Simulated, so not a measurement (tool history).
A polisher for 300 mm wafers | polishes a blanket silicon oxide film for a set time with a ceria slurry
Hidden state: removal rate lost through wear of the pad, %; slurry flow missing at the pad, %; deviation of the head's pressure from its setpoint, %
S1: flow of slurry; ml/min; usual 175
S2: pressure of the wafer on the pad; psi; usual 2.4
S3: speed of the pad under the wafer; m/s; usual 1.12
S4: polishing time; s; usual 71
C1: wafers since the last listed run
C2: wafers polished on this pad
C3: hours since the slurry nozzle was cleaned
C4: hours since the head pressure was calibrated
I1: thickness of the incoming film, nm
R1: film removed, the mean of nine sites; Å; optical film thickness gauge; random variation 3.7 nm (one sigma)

run	hour	S1	S2	S3	S4	C1	C2	C3	C4	I1	R1
1	0	175	2.4	1.12	63	0	333	389.6	1423.1	1783.8	2673
2	25.6	175	2.4	1.12	63	250	584	415.2	1448.7	1765.7	2564
3	34.5	175	2.4	1.12	63	87	671	424.1	1457.6	1777.3	2598
4	40.7	190	2.4	1.12	79	60	732	430.3	1463.8	1784.6	3267
5	47.7	190	2.4	1.12	79	68	800	437.3	1470.8	1753.3	3231
# hour 61.4: worn pad replaced by a new one
6	61.9	190	2.4	1.12	79	99	5	451.5	1485	1789.7	3560
7	64.7	175	2.8	1.3	71	27	32	454.3	1487.8	1802.1	4170
8	78.7	175	2.8	1.3	71	137	169	468.3	1501.8	1776.1	4094
9	92.7	175	2.4	1.12	71	137	306	482.3	1515.8	1785.4	3086
10	101.9	160	2.7	1.38	71	90	396	491.5	1525	1805	4008
11	108.1	175	2.8	1.3	71	60	457	497.7	1531.2	1756.2	4019
# hour 113.5: head pressure recalibrated
12	116	175	2.8	1.3	71	57	515	505.6	2.5	1806.6	3855
# hour 128.5: slurry nozzle cleaned
13	129.8	135	2.1	1.12	71	125	640	1.3	16.3	1778.3	2462
# hour 144.4: worn pad replaced by a new one
14	146.1	190	2.9	1.36	71	120	16	17.6	32.6	1785.8	4517
15	161.6	175	2.4	1.12	71	151	167	33.1	48.1	1795.6	3114
16	193.5	130	2.1	0.78	71	312	480	65	80	1746.6	1776
17	206.8	175	2.1	1	84	130	610	78.3	93.3	1778	2724
18	223.5	135	2.4	1.12	71	163	773	95	110	1798.9	2633
# hour 232: worn pad replaced by a new one
19	232.6	175	2.8	1.12	87	49	5	104.1	119.1	1811.3	4648

The tool's hidden state at each run:
slurry flow missing at the pad, %: 0 in every run
deviation of the head's pressure from its setpoint, %: 0 in every run
H1: removal rate lost through wear of the pad, %
run	H1
1	4.99
2	8.45
3	9.65
4	10.5
5	11.4
6	0.797
7	1.18
8	3.06
9	4.95
10	6.2
11	7.03
12	8.1
13	9.96
14	2.42
15	4.52
16	8.82
17	10.6
18	12.9
19	1.16

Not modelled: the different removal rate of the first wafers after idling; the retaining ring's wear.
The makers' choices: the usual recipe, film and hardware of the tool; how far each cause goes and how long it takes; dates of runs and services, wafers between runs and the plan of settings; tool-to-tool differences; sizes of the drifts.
